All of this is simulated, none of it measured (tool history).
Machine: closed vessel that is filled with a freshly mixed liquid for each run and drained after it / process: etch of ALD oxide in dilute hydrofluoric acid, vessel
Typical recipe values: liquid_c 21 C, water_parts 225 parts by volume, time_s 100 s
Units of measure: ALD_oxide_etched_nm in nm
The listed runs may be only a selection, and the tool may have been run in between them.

| run | hour | liquid_c | water_parts | time_s | wafers since the last listed run | hours since the thermometer was replaced | hours since the hydrofluoric acid flow meter was replaced | hours since the gauge calibration | read-back film thickness of the ALD oxide reference wafer, read on the same gauge (nm) | ALD_oxide_etched_nm |
|---|---|---|---|---|---|---|---|---|---|---|
| 1 | 0 | 21 | 225 | 100 | 0 | 590.6 | 854.1 | 161.1 | 90.02 | 11.07 |
| 2 | 21.1 | 21 | 225 | 100 | 1608 | 611.7 | 875.2 | 182.2 | 89.99 | 11.1 |
| 3 | 46.8 | 21 | 225 | 100 | 1958 | 637.4 | 900.9 | 207.9 | 90 | 11.1 |
| 4 | 81.8 | 21 | 225 | 100 | 2667 | 672.4 | 935.9 | 242.9 | 90 | 11.17 |
| 5 | 105.6 | 21 | 225 | 100 | 1813 | 696.2 | 959.7 | 266.7 | 90.01 | 11.21 |
| 6 | 132.3 | 21 | 155 | 100 | 2034 | 722.9 | 986.4 | 293.4 | 90 | 17.45 |
| 7 | 152.5 | 21 | 225 | 120 | 1539 | 743.1 | 1006.6 | 313.6 | 90.03 | 13.57 |
|  | 177 | thermometer replaced |
|  | 177.9 | gauge calibrated |
| 8 | 184.9 | 21 | 225 | 120 | 2393 | 7.9 | 1039 | 7 | 89.99 | 13.59 |
| 9 | 215.9 | 21 | 165 | 65 | 2362 | 38.9 | 1070 | 38 | 89.98 | 10.61 |
| 10 | 247.5 | 21 | 225 | 100 | 2408 | 70.5 | 1101.6 | 69.6 | 90 | 11.38 |
| 11 | 270.2 | 19.5 | 225 | 130 | 1730 | 93.2 | 1124.3 | 92.3 | 90 | 13.99 |
| 12 | 287.4 | 17.5 | 225 | 150 | 1310 | 110.4 | 1141.5 | 109.5 | 89.98 | 14.91 |
|  | 296.4 | hydrofluoric acid flow meter replaced |
| 13 | 322.5 | 17 | 225 | 100 | 2598 | 145.5 | 26.1 | 144.6 | 90 | 8.59 |
| 14 | 348.8 | 24 | 185 | 100 | 2004 | 171.8 | 52.4 | 170.9 | 90.02 | 14.24 |
| 15 | 367.8 | 21 | 315 | 100 | 1448 | 190.8 | 71.4 | 189.9 | 90.02 | 6.62 |
| 16 | 379.9 | 21 | 225 | 125 | 922 | 202.9 | 83.5 | 202 | 90 | 12.69 |

Alternative continuations, all from the tool just after run 16; predict every row:
| A | 380.6 | 21 | 225 | 45 | 53 | 203.6 | 84.2 | 202.7 | ? | ? |
| B | 380.6 | 25 | 265 | 100 | 53 | 203.6 | 84.2 | 202.7 | ? | ? |
| C | 380.6 | 17.5 | 275 | 60 | 53 | 203.6 | 84.2 | 202.7 | ? | ? |

| run | read-back film thickness of the ALD oxide reference wafer, read on the same gauge (nm) | ALD_oxide_etched_nm |
|---|---|---|
| A | 90 | 4.53 |
| B | 90 | 9.5 |
| C | 90 | 4.13 |
Had the tool no hidden state, the same runs would have come out as:
| run | ALD_oxide_etched_nm |
|---|---|
| A | 4.46 |
| B | 9.35 |
| C | 4.07 |
